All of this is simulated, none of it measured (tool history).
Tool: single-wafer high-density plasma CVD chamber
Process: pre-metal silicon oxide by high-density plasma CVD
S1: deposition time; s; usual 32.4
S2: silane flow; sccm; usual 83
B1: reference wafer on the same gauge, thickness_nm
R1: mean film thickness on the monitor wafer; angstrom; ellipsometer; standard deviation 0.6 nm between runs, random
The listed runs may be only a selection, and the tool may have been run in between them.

| run | hour | S1 | S2 | B1 | R1 |
|---|---|---|---|---|---|
| 1 | 0.0 | 32.4 | 83 | 252.006 | 2582.33 |
|  | 81.1 | silane flow controller replaced |
| 2 | 103.6 | 32.4 | 83 | 252.079 | 2579.70 |
| 3 | 185.6 | 32.4 | 83 | 252.074 | 2571.63 |
| 4 | 274.9 | 32.4 | 83 | 251.962 | 2590.41 |
| 5 | 362.3 | 32.4 | 83 | 252.102 | 2578.36 |
| 6 | 410.6 | 32.4 | 83 | 251.959 | 2588.31 |
| 7 | 453.1 | 32.4 | 83 | 252.022 | 2582.17 |
| 8 | 621.8 | 34.5 | 75 | 251.940 | 2487.87 |
| 9 | 711.5 | 34.5 | 75 | 252.015 | 2488.45 |
| 10 | 807.5 | 34.5 | 75 | 252.112 | 2482.83 |
| 11 | 886.3 | 32.4 | 75 | 252.062 | 2327.61 |
| 12 | 951.6 | 32.4 | 75 | 252.003 | 2334.11 |
| 13 | 1047.6 | 32.4 | 83 | 252.080 | 2579.16 |
| 14 | 1113.4 | 32.4 | 92 | 251.868 | 2872.61 |
| 15 | 1151.4 | 36.4 | 83 | 251.995 | 2902.45 |
| 16 | 1211.0 | 36.4 | 83 | 252.021 | 2912.34 |
| 17 | 1263.1 | 32.4 | 83 | 252.032 | 2575.00 |
| 18 | 1366.0 | 32.4 | 83 | 251.980 | 2581.45 |
| 19 | 1429.4 | 32.4 | 74 | 251.934 | 2312.03 |
| 20 | 1487.5 | 32.4 | 83 | 252.000 | 2568.00 |
| 21 | 1544.2 | 35.1 | 91 | 252.057 | 3062.90 |
|  | 1588.1 | silane flow controller replaced |
| 22 | 1597.3 | 26.4 | 75 | 252.120 | 1905.80 |
| 23 | 1665.5 | 37.3 | 69 | 252.114 | 2470.66 |
| 24 | 1719.6 | 32.4 | 83 | 251.899 | 2566.21 |
| 25 | 1813.5 | 37.4 | 88 | 251.981 | 3161.77 |
| 26 | 1904.4 | 36.6 | 95 | 252.025 | 3328.00 |
| 27 | 1950.3 | 32.4 | 95 | 251.905 | 2955.75 |
| 28 | 2049.1 | 32.4 | 97 | 251.995 | 3013.81 |
| 29 | 2146.8 | 34.8 | 72 | 251.971 | 2415.53 |
| 30 | 2209.5 | 32.4 | 83 | 252.086 | 2572.54 |
|  | 2274.1 | gauge calibrated |
| 31 | 2298.7 | 28.0 | 97 | 252.071 | 2609.97 |
| 32 | 2386.3 | 32.4 | 83 | 252.110 | 2579.27 |
| 33 | 2473.3 | 26.8 | 97 | 251.998 | 2495.36 |
| 34 | 2512.1 | 34.8 | 83 | 251.873 | 2777.18 |
| 35 | 2568.3 | 35.4 | 90 | 251.881 | 3049.02 |
| 36 | 2607.9 | 36.0 | 70 | 252.119 | 2414.94 |
| 37 | 2705.1 | 38.6 | 92 | 252.091 | 3410.96 |
| 38 | 2792.6 | 32.4 | 83 | 252.124 | 2571.24 |
| 39 | 2858.0 | 28.0 | 97 | 252.047 | 2596.14 |
| 40 | 2915.8 | 35.5 | 77 | 251.975 | 2621.83 |
| 41 | 3001.6 | 35.0 | 77 | 251.973 | 2591.74 |
| 42 | 3040.2 | 32.4 | 89 | 252.074 | 2753.63 |

Here are 5 independent what-if runs from the current tool condition. What would each one return?
| A | 3040.6 | 32.4 | 83 | ? | ? |
| B | 3040.6 | 28.3 | 98 | ? | ? |
| C | 3040.6 | 27.1 | 94 | ? | ? |
| D | 3040.6 | 38.0 | 89 | ? | ? |
| E | 3040.6 | 36.7 | 96 | ? | ? |

| run | B1 | R1 |
|---|---|---|
| A | 251.845 | 2575.09 |
| B | 251.845 | 2655.72 |
| C | 251.845 | 2439.31 |
| D | 251.845 | 3238.50 |
| E | 251.845 | 3373.70 |
With no hidden state in the tool, these same runs would have given:
| run | R1 |
|---|---|
| A | 2575.09 |
| B | 2655.72 |
| C | 2439.31 |
| D | 3238.50 |
| E | 3373.70 |
